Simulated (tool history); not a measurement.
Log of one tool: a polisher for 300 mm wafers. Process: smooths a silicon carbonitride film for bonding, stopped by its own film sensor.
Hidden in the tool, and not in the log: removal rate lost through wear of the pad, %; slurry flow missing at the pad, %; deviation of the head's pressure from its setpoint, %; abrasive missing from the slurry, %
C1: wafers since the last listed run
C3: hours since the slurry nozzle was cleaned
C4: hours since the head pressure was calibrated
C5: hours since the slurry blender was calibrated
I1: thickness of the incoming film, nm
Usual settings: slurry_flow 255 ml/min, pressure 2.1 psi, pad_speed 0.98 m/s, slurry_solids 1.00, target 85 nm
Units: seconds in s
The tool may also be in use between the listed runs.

{"run": 1, "hour": 0.0, "slurry_flow": 255, "pressure": 2.1, "pad_speed": 0.88, "slurry_solids": 1.0, "target": 85, "C1": 0, "wafers polished on this pad": 1140, "C3": 183.7, "C4": 538.9, "C5": 116.3, "I1": 110.8, "seconds": 125.0}
{"run": 2, "hour": 51.8, "slurry_flow": 255, "pressure": 2.1, "pad_speed": 0.88, "slurry_solids": 1.0, "target": 85, "C1": 262, "wafers polished on this pad": 1402, "C3": 235.5, "C4": 590.7, "C5": 168.1, "I1": 107.6, "seconds": 109.0}
{"run": 3, "hour": 95.0, "slurry_flow": 255, "pressure": 2.1, "pad_speed": 0.98, "slurry_solids": 1.0, "target": 85, "C1": 218, "wafers polished on this pad": 1621, "C3": 278.7, "C4": 633.9, "C5": 211.3, "I1": 108.9, "seconds": 107.9}
{"hour": 109.4, "done": "worn pad replaced by a new one"}
{"hour": 177.2, "done": "slurry nozzle cleaned"}
{"hour": 205.1, "done": "slurry blender recalibrated"}
{"run": 4, "hour": 258.9, "slurry_flow": 255, "pressure": 2.1, "pad_speed": 0.98, "slurry_solids": 1.0, "target": 85, "C1": 794, "wafers polished on this pad": 741, "C3": 81.7, "C4": 797.8, "C5": 53.8, "I1": 109.5, "seconds": 110.2}
{"run": 5, "hour": 327.3, "slurry_flow": 255, "pressure": 2.1, "pad_speed": 0.98, "slurry_solids": 1.0, "target": 85, "C1": 346, "wafers polished on this pad": 1087, "C3": 150.1, "C4": 866.2, "C5": 122.2, "I1": 110.2, "seconds": 113.5}
{"run": 6, "hour": 387.1, "slurry_flow": 255, "pressure": 2.1, "pad_speed": 0.98, "slurry_solids": 1.1, "target": 85, "C1": 302, "wafers polished on this pad": 1390, "C3": 209.9, "C4": 926.0, "C5": 182.0, "I1": 110.0, "seconds": 107.5}
{"run": 7, "hour": 429.3, "slurry_flow": 255, "pressure": 2.7, "pad_speed": 0.98, "slurry_solids": 1.0, "target": 85, "C1": 213, "wafers polished on this pad": 1603, "C3": 252.1, "C4": 968.2, "C5": 224.2, "I1": 110.8, "seconds": 89.9}
{"run": 8, "hour": 461.2, "slurry_flow": 255, "pressure": 2.7, "pad_speed": 0.98, "slurry_solids": 1.0, "target": 85, "C1": 161, "wafers polished on this pad": 1765, "C3": 284.0, "C4": 1000.1, "C5": 256.1, "I1": 109.7, "seconds": 85.8}
{"hour": 478.7, "done": "worn pad replaced by a new one"}
{"hour": 498.7, "done": "slurry blender recalibrated"}
{"hour": 508.5, "done": "slurry nozzle cleaned"}
{"run": 9, "hour": 525.5, "slurry_flow": 255, "pressure": 2.7, "pad_speed": 0.98, "slurry_solids": 1.0, "target": 85, "C1": 289, "wafers polished on this pad": 221, "C3": 17.0, "C4": 1064.4, "C5": 26.8, "I1": 108.8, "seconds": 84.1}
{"hour": 536.4, "done": "head pressure recalibrated"}
{"run": 10, "hour": 590.0, "slurry_flow": 255, "pressure": 2.1, "pad_speed": 0.98, "slurry_solids": 1.0, "target": 85, "C1": 316, "wafers polished on this pad": 538, "C3": 81.5, "C4": 53.6, "C5": 91.3, "I1": 112.2, "seconds": 122.0}
{"run": 11, "hour": 626.3, "slurry_flow": 255, "pressure": 2.1, "pad_speed": 0.98, "slurry_solids": 1.0, "target": 85, "C1": 183, "wafers polished on this pad": 721, "C3": 117.8, "C4": 89.9, "C5": 127.6, "I1": 109.9, "seconds": 113.8}
{"run": 12, "hour": 684.1, "slurry_flow": 255, "pressure": 2.1, "pad_speed": 0.84, "slurry_solids": 1.0, "target": 85, "C1": 292, "wafers polished on this pad": 1014, "C3": 175.6, "C4": 147.7, "C5": 185.4, "I1": 110.8, "seconds": 125.0}
{"run": 13, "hour": 725.0, "slurry_flow": 255, "pressure": 2.1, "pad_speed": 0.84, "slurry_solids": 1.0, "target": 85, "C1": 206, "wafers polished on this pad": 1221, "C3": 216.5, "C4": 188.6, "C5": 226.3, "I1": 109.2, "seconds": 119.7}
{"run": 14, "hour": 767.9, "slurry_flow": 255, "pressure": 2.1, "pad_speed": 0.98, "slurry_solids": 1.0, "target": 85, "C1": 217, "wafers polished on this pad": 1438, "C3": 259.4, "C4": 231.5, "C5": 269.2, "I1": 109.8, "seconds": 111.5}
{"hour": 788.1, "done": "worn pad replaced by a new one"}
{"hour": 793.5, "done": "slurry nozzle cleaned"}
{"hour": 872.6, "done": "slurry blender recalibrated"}
{"run": 15, "hour": 958.0, "slurry_flow": 255, "pressure": 2.1, "pad_speed": 0.98, "slurry_solids": 1.0, "target": 92, "C1": 926, "wafers polished on this pad": 844, "C3": 164.5, "C4": 421.6, "C5": 85.4, "I1": 110.9, "seconds": 86.5}
{"run": 16, "hour": 983.2, "slurry_flow": 255, "pressure": 1.8, "pad_speed": 0.86, "slurry_solids": 1.0, "target": 89, "C1": 127, "wafers polished on this pad": 972, "C3": 189.7, "C4": 446.8, "C5": 110.6, "I1": 110.2, "seconds": 116.8}
{"run": 17, "hour": 1049.1, "slurry_flow": 295, "pressure": 2.3, "pad_speed": 0.98, "slurry_solids": 0.75, "target": 85, "C1": 333, "wafers polished on this pad": 1305, "C3": 255.6, "C4": 512.7, "C5": 176.5, "I1": 111.3, "seconds": 127.5}
{"run": 18, "hour": 1095.0, "slurry_flow": 255, "pressure": 2.1, "pad_speed": 1.24, "slurry_solids": 1.0, "target": 85, "C1": 232, "wafers polished on this pad": 1538, "C3": 301.5, "C4": 558.6, "C5": 222.4, "I1": 110.8, "seconds": 101.4}
{"run": 19, "hour": 1139.3, "slurry_flow": 255, "pressure": 2.1, "pad_speed": 0.98, "slurry_solids": 1.0, "target": 85, "C1": 224, "wafers polished on this pad": 1762, "C3": 345.8, "C4": 602.9, "C5": 266.7, "I1": 109.6, "seconds": 110.8}
{"hour": 1144.8, "done": "worn pad replaced by a new one"}
{"hour": 1156.2, "done": "slurry blender recalibrated"}
{"hour": 1170.2, "done": "slurry nozzle cleaned"}
{"run": 20, "hour": 1175.0, "slurry_flow": 220, "pressure": 2.5, "pad_speed": 1.08, "slurry_solids": 1.0, "target": 85, "C1": 145, "wafers polished on this pad": 137, "C3": 4.8, "C4": 638.6, "C5": 18.8, "I1": 109.2, "seconds": 88.6}
{"run": 21, "hour": 1244.5, "slurry_flow": 340, "pressure": 2.1, "pad_speed": 0.66, "slurry_solids": 0.75, "target": 89, "C1": 351, "wafers polished on this pad": 489, "C3": 74.3, "C4": 708.1, "C5": 88.3, "I1": 109.4, "seconds": 127.9}
{"run": 22, "hour": 1300.2, "slurry_flow": 330, "pressure": 1.5, "pad_speed": 0.98, "slurry_solids": 1.0, "target": 85, "C1": 281, "wafers polished on this pad": 771, "C3": 130.0, "C4": 763.8, "C5": 144.0, "I1": 109.8, "seconds": 152.6}
{"run": 23, "hour": 1371.9, "slurry_flow": 175, "pressure": 2.1, "pad_speed": 0.98, "slurry_solids": 0.85, "target": 85, "C1": 362, "wafers polished on this pad": 1133, "C3": 201.7, "C4": 835.5, "C5": 215.7, "I1": 109.8, "seconds": 124.5}
{"hour": 1438.9, "done": "worn pad replaced by a new one"}
{"hour": 1452.0, "done": "slurry nozzle cleaned"}
{"hour": 1512.3, "done": "slurry blender recalibrated"}
{"run": 24, "hour": 1521.1, "slurry_flow": 255, "pressure": 2.1, "pad_speed": 0.98, "slurry_solids": 1.0, "target": 85, "C1": 719, "wafers polished on this pad": 400, "C3": 69.1, "C4": 984.7, "C5": 8.8, "I1": 108.5, "seconds": 106.0}
{"run": 25, "hour": 1558.6, "slurry_flow": 255, "pressure": 1.6, "pad_speed": 0.98, "slurry_solids": 1.0, "target": 85, "C1": 189, "wafers polished on this pad": 590, "C3": 106.6, "C4": 1022.2, "C5": 46.3, "I1": 110.9, "seconds": 152.7}
{"run": 26, "hour": 1615.0, "slurry_flow": 255, "pressure": 2.8, "pad_speed": 0.98, "slurry_solids": 1.0, "target": 85, "C1": 285, "wafers polished on this pad": 876, "C3": 163.0, "C4": 1078.6, "C5": 102.7, "I1": 110.1, "seconds": 84.1}

4 ways to go on from here, each from the tool as it stands after run 26. What would each give?
{"run": "A", "hour": 1615.5, "slurry_flow": 255, "pressure": 2.1, "pad_speed": 0.98, "slurry_solids": 1.0, "target": 85, "C1": 2, "wafers polished on this pad": 878, "C3": 163.5, "C4": 1079.1, "C5": 103.2, "I1": 111.2, "seconds": "?"}
{"run": "B", "hour": 1615.5, "slurry_flow": 255, "pressure": 2.7, "pad_speed": 0.82, "slurry_solids": 1.3, "target": 85, "C1": 2, "wafers polished on this pad": 878, "C3": 163.5, "C4": 1079.1, "C5": 103.2, "I1": 111.2, "seconds": "?"}
{"run": "C", "hour": 1615.5, "slurry_flow": 255, "pressure": 2.1, "pad_speed": 0.98, "slurry_solids": 1.3, "target": 77, "C1": 2, "wafers polished on this pad": 878, "C3": 163.5, "C4": 1079.1, "C5": 103.2, "I1": 111.2, "seconds": "?"}
{"run": "D", "hour": 1615.5, "slurry_flow": 210, "pressure": 2.1, "pad_speed": 0.86, "slurry_solids": 1.0, "target": 85, "C1": 2, "wafers polished on this pad": 878, "C3": 163.5, "C4": 1079.1, "C5": 103.2, "I1": 111.2, "seconds": "?"}

run=A seconds=120.6
run=B seconds=90.6
run=C seconds=140.1
run=D seconds=130.7
Without the tool's hidden state the same runs would have given:
run=A seconds=120.6
run=B seconds=90.6
run=C seconds=140.1
run=D seconds=130.7

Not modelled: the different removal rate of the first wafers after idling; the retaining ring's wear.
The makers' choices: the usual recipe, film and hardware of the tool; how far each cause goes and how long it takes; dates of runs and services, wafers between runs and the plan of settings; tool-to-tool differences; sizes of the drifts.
